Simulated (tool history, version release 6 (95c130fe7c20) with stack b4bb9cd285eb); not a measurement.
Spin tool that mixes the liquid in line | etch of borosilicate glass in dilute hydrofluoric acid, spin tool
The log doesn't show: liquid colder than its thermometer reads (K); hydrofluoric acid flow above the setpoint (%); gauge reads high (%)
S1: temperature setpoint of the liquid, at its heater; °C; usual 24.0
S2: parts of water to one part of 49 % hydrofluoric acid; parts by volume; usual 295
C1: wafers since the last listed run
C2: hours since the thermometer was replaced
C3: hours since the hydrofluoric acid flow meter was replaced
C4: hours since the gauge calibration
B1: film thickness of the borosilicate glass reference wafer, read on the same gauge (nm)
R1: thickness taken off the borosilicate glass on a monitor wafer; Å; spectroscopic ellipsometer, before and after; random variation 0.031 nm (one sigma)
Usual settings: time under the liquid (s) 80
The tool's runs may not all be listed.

Run 1, day 0.000: usual settings; C1 0; C2 755.5; C3 1003.1; C4 401.0; B1 70.01. Result: R1 65.1 Å.
Run 2, day 0.321: usual settings; C1 110; C2 763.2; C3 1010.8; C4 408.7; B1 69.99. Result: R1 64.8 Å.
Run 3, day 0.958: usual settings but S1 21.5 °C; C1 220; C2 778.5; C3 1026.1; C4 424.0; B1 70.01. Result: R1 59.3 Å.
Run 4, day 1.429: usual settings; C1 162; C2 789.8; C3 1037.4; C4 435.3; B1 70.03. Result: R1 64.7 Å.
Run 5, day 1.900: usual settings; C1 162; C2 801.1; C3 1048.7; C4 446.6; B1 69.99. Result: R1 65.1 Å.
Run 6, day 2.546: usual settings; C1 222; C2 816.6; C3 1064.2; C4 462.1; B1 70.02. Result: R1 64.6 Å.
Run 7, day 3.071: usual settings but time under the liquid (s) 110; C1 181; C2 829.2; C3 1076.8; C4 474.7; B1 69.97. Result: R1 89.3 Å.
Run 8, day 3.325: usual settings but S1 23.0 °C; C1 87; C2 835.3; C3 1082.9; C4 480.8; B1 70.01. Result: R1 62.4 Å.
Run 9, day 3.733: usual settings but S1 23.0 °C; C1 140; C2 845.1; C3 1092.7; C4 490.6; B1 70.02. Result: R1 63.1 Å.
Run 10, day 4.417: usual settings but time under the liquid (s) 100; C1 235; C2 861.5; C3 1109.1; C4 507.0; B1 70.00. Result: R1 81.5 Å.
Run 11, day 5.133: usual settings; C1 247; C2 878.7; C3 1126.3; C4 524.2; B1 70.01. Result: R1 64.8 Å.
Run 12, day 5.483: usual settings; C1 120; C2 887.1; C3 1134.7; C4 532.6; B1 70.01. Result: R1 65.5 Å.
Run 13, day 5.854: usual settings but S1 28.0 °C, S2 410 parts by volume, time under the liquid (s) 35; C1 127; C2 896.0; C3 1143.6; C4 541.5; B1 69.98. Result: R1 20.8 Å.
Run 14, day 6.358: usual settings but S1 27.5 °C; C1 173; C2 908.1; C3 1155.7; C4 553.6; B1 69.99. Result: R1 73.4 Å.
Run 15, day 6.971: usual settings but S1 27.5 °C, S2 375 parts by volume, time under the liquid (s) 100; C1 211; C2 922.8; C3 1170.4; C4 568.3; B1 70.00. Result: R1 66.1 Å.
At day 7.462: gauge calibrated.
Run 16, day 8.725: usual settings but S1 26.5 °C; C1 605; C2 964.9; C3 1212.5; C4 30.3; B1 70.00. Result: R1 71.1 Å.
Run 17, day 9.067: usual settings; C1 117; C2 973.1; C3 1220.7; C4 38.5; B1 70.01. Result: R1 65.2 Å.
Run 18, day 9.683: usual settings but S1 20.5 °C, S2 395 parts by volume; C1 212; C2 987.9; C3 1235.5; C4 53.3; B1 70.01. Result: R1 39.0 Å.
Run 19, day 10.283: usual settings but S1 22.0 °C, S2 390 parts by volume; C1 207; C2 1002.3; C3 1249.9; C4 67.7; B1 70.02. Result: R1 41.8 Å.
Run 20, day 10.950: usual settings but S2 245 parts by volume; C1 230; C2 1018.3; C3 1265.9; C4 83.7; B1 70.02. Result: R1 82.1 Å.
At day 11.108: hydrofluoric acid flow meter replaced.
Run 21, day 11.633: usual settings; C1 221; C2 1034.7; C3 12.6; C4 100.1; B1 70.00. Result: R1 65.0 Å.
At day 13.475: thermometer replaced.
Run 22, day 13.612: usual settings but S1 19.5 °C, S2 395 parts by volume, time under the liquid (s) 55; C1 668; C2 3.3; C3 60.1; C4 147.6; B1 70.00. Result: R1 26.0 Å.
Run 23, day 14.000: usual settings but S1 26.5 °C, S2 335 parts by volume, time under the liquid (s) 35; C1 133; C2 12.6; C3 69.4; C4 156.9; B1 70.00. Result: R1 26.1 Å.
Run 24, day 14.629: usual settings but S1 28.0 °C, time under the liquid (s) 65; C1 217; C2 27.7; C3 84.5; C4 172.0; B1 70.00. Result: R1 60.3 Å.
Run 25, day 15.117: usual settings; C1 168; C2 39.4; C3 96.2; C4 183.7; B1 70.03. Result: R1 65.0 Å.
Run 26, day 15.538: usual settings but S1 21.0 °C, S2 375 parts by volume, time under the liquid (s) 65; C1 145; C2 49.5; C3 106.3; C4 193.8; B1 70.01. Result: R1 34.7 Å.
Run 27, day 15.912: usual settings; C1 129; C2 58.5; C3 115.3; C4 202.8; B1 69.98. Result: R1 64.8 Å.
Run 28, day 16.296: usual settings but S1 25.5 °C, time under the liquid (s) 60; C1 132; C2 67.7; C3 124.5; C4 212.0; B1 70.01. Result: R1 51.3 Å.
Run 29, day 17.021: usual settings; C1 250; C2 85.1; C3 141.9; C4 229.4; B1 69.99. Result: R1 65.0 Å.
Run 30, day 17.667: usual settings but S1 20.5 °C, S2 395 parts by volume; C1 222; C2 100.6; C3 157.4; C4 244.9; B1 69.98. Result: R1 39.5 Å.
Run 31, day 18.075: usual settings; C1 140; C2 110.4; C3 167.2; C4 254.7; B1 70.02. Result: R1 65.1 Å.
Run 32, day 18.475: usual settings but S1 19.5 °C; C1 138; C2 120.0; C3 176.8; C4 264.3; B1 70.01. Result: R1 55.2 Å.

Forecast each of these 5 alternatives for the next run:
Run A, day 18.492: usual settings but S2 195 parts by volume; C1 5; C2 120.4; C3 177.2; C4 264.7; B1 ?. Result: R1 ?.
Run B, day 18.492: usual settings but S1 26.0 °C; C1 5; C2 120.4; C3 177.2; C4 264.7; B1 ?. Result: R1 ?.
Run C, day 18.492: usual settings but S1 28.5 °C, S2 410 parts by volume, time under the liquid (s) 60; C1 5; C2 120.4; C3 177.2; C4 264.7; B1 ?. Result: R1 ?.
Run D, day 18.492: usual settings but S1 27.0 °C, S2 345 parts by volume, time under the liquid (s) 65; C1 5; C2 120.4; C3 177.2; C4 264.7; B1 ?. Result: R1 ?.
Run E, day 18.492: usual settings but S1 28.5 °C; C1 5; C2 120.4; C3 177.2; C4 264.7; B1 ?. Result: R1 ?.

run     B1     R1
  A  69.99  107.9
  B  69.99   69.0
  C  69.99   36.0
  D  69.99   47.1
  E  69.99   75.0
Without the tool's hidden state the same runs would have given:
run     R1
  A  107.9
  B   69.0
  C   36.0
  D   47.1
  E   75.0
